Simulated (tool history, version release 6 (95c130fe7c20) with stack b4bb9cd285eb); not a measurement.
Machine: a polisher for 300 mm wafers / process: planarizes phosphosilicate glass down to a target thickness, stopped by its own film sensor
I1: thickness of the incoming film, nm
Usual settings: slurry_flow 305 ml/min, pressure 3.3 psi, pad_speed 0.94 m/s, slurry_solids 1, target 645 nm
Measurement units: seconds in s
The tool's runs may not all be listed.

run 1 day=0 | slurry_flow=305 pressure=3.3 pad_speed=0.94 slurry_solids=1 target=645 | I1=1085.6 | seconds=58.9
run 2 day=2.567 | slurry_flow=305 pressure=3.3 pad_speed=0.94 slurry_solids=1 target=645 | I1=1064.6 | seconds=55
-- day=3.712 slurry blender recalibrated
-- day=5.567 worn pad replaced by a new one
-- day=6.925 conditioning disc replaced and pad reconditioned
run 3 day=11.346 | slurry_flow=305 pressure=3.3 pad_speed=0.94 slurry_solids=1 target=645 | I1=1064.3 | seconds=56
run 4 day=13.088 | slurry_flow=305 pressure=3.3 pad_speed=0.94 slurry_solids=1 target=645 | I1=1075.1 | seconds=58.4
-- day=14.354 slurry blender recalibrated
-- day=15.425 worn pad replaced by a new one
run 5 day=15.871 | slurry_flow=305 pressure=3.3 pad_speed=0.94 slurry_solids=1 target=645 | I1=1068.8 | seconds=55.7
-- day=16.592 slurry nozzle cleaned
run 6 day=17.158 | slurry_flow=305 pressure=3.3 pad_speed=0.94 slurry_solids=1 target=645 | I1=1077.8 | seconds=57.7
run 7 day=18.792 | slurry_flow=305 pressure=3.3 pad_speed=0.94 slurry_solids=1 target=645 | I1=1056.4 | seconds=54.5
-- day=21.375 head pressure recalibrated
run 8 day=21.492 | slurry_flow=305 pressure=3.3 pad_speed=0.94 slurry_solids=1 target=645 | I1=1079.7 | seconds=58.5
run 9 day=23.446 | slurry_flow=305 pressure=3.3 pad_speed=0.94 slurry_solids=1 target=645 | I1=1082.1 | seconds=57.7
-- day=23.579 slurry blender recalibrated
-- day=24.062 worn pad replaced by a new one
run 10 day=31.012 | slurry_flow=305 pressure=3.3 pad_speed=0.94 slurry_solids=1 target=790 | I1=1054.4 | seconds=36.1
-- day=32.35 worn pad replaced by a new one
run 11 day=32.95 | slurry_flow=305 pressure=2.2 pad_speed=0.82 slurry_solids=1 target=549 | I1=1079.9 | seconds=119.1
-- day=33.779 conditioning disc replaced and pad reconditioned
-- day=33.954 slurry blender recalibrated
run 12 day=34.904 | slurry_flow=305 pressure=3.3 pad_speed=0.94 slurry_solids=1 target=645 | I1=1076.1 | seconds=57.9
run 13 day=37.229 | slurry_flow=305 pressure=3.3 pad_speed=0.94 slurry_solids=1 target=645 | I1=1059.1 | seconds=55.7
run 14 day=38.983 | slurry_flow=305 pressure=3.3 pad_speed=0.94 slurry_solids=1 target=534 | I1=1055.9 | seconds=68.9
-- day=40.3 worn pad replaced by a new one
run 15 day=40.617 | slurry_flow=305 pressure=3.3 pad_speed=0.94 slurry_solids=1.3 target=518 | I1=1063.8 | seconds=62.8
-- day=41.238 slurry nozzle cleaned
-- day=42.296 slurry blender recalibrated
run 16 day=43.171 | slurry_flow=305 pressure=3.3 pad_speed=1.04 slurry_solids=1.1 target=645 | I1=1063.9 | seconds=49.5

3 ways to go on from here, each from the tool as it stands after run 16. What would each give?
run A day=43.188 | slurry_flow=305 pressure=3.3 pad_speed=0.94 slurry_solids=1.25 target=645 | I1=1054.4 | seconds=?
run B day=43.188 | slurry_flow=305 pressure=3.3 pad_speed=0.84 slurry_solids=1 target=604 | I1=1054.4 | seconds=?
run C day=43.188 | slurry_flow=230 pressure=3.3 pad_speed=0.94 slurry_solids=1 target=645 | I1=1054.4 | seconds=?

run=A seconds=47.8
run=B seconds=64.3
run=C seconds=56.1
Without the tool's hidden state the same runs would have given:
run=A seconds=47.8
run=B seconds=64.3
run=C seconds=56.1
